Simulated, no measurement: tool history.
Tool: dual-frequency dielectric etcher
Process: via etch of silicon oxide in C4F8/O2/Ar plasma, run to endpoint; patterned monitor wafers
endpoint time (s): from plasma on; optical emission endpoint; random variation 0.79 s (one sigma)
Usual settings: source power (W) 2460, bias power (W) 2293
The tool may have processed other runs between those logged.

run    hour  source power (W)  bias power (W)  incoming incoming film thickness, nm  endpoint time (s)
  1       0              1980            2293                                1181.3              206.4
  2    76.1              1980            2293                                1195.9              207.6
  3   142.9              1980            2293                                1195.3              207.3
  4   243.7              2460            2293                                1194.1              187.8
      307.8  -- wet clean of the chamber
  5   449.7              2460            2293                                1191.5              191.3
  6   539.7              2460            2293                                1205.6              191.7
  7   583.1              2460            2293                                1195.2              191.9
  8   640.3              2460            2293                                1195.1              189.3
  9   701.1              2460            2293                                1190.7              188.1
      732.3  -- bias power generator calibrated
 10   776.5              2610            2293                                  1185              183.4
      810.9  -- wet clean of the chamber
 11   867.4              2610            2293                                1181.1              184.4
      952.4  -- source power generator calibrated
 12   969.2              2610            2293                                1183.4              184.7
 13  1026.3              2460            2062                                1192.1              194.7
 14  1125.6              2460            2062                                1191.3              193.5
 15  1206.1              2460            2293                                1192.4                190
 16  1283.8              3040            2744                                1194.3              166.1
 17  1334.1              1980            2293                                1199.1              206.4
 18    1382              2800            1807                                1193.7              185.4
     1426.5  -- upper electrode replaced, of another model than before
     1433.7  -- wet clean of the chamber
 19  1434.2              2780            2665                                1189.3              175.1
 20    1502              2460            2142                                1194.7              192.2
 21  1557.2              2460            1883                                1194.1              194.4
 22  1630.9              1860            2771                                1194.1              222.1
 23  1738.7              2120            1931                                1200.5              214.2
 24    1814              2460            1791                                1194.3              194.3
 25  1854.4              2160            2095                                1195.8              206.8
 26  1891.3              2460            2293                                1190.3              186.7
 27  1954.1              2210            1924                                1196.9              205.3
       2005  -- wet clean of the chamber
 28  2032.8              2770            1806                                  1187              182.9
 29    2078              2460            2293                                1193.2              192.6
 30  2136.5              2200            2456                                1188.9              202.3
 31  2240.8              1960            1810                                1185.6              225.9

Selected run-to-run steps in endpoint time (s), each split into two signed amounts: the part the tool would show with no hidden state at all (from settings, incoming material and random variation), and the remainder, which goes to the hidden state together with any gauge scatter not common to the measured and the hidden-state-free results:
What the log doesn't record here: etch rate over this chamber's usual, %; source power that arrives over what is set, %; bias power that arrives over what is set, %.
Run 4 -> 5: wet clean of the chamber. endpoint time (s) +3.5: hidden state +4.3, all else -0.8.
Run 15 -> 16: source power (W) 2460 -> 3040, bias power (W) 2293 -> 2744. endpoint time (s) -23.9: hidden state -0.1, all else -23.8.
Run 16 -> 17: source power (W) 3040 -> 1980, bias power (W) 2744 -> 2293. endpoint time (s) +40.3: hidden state -1.5, all else +41.8.
Run 18 -> 19: source power (W) 2800 -> 2780, bias power (W) 1807 -> 2665, upper electrode replaced, of another model than before, wet clean of the chamber. endpoint time (s) -10.3: hidden state +5, all else -15.3.
Run 21 -> 22: source power (W) 2460 -> 1860, bias power (W) 1883 -> 2771. endpoint time (s) +27.7: hidden state -1, all else +28.7.
Run 27 -> 28: source power (W) 2210 -> 2770, bias power (W) 1924 -> 1806, wet clean of the chamber. endpoint time (s) -22.4: hidden state +5.8, all else -28.2.
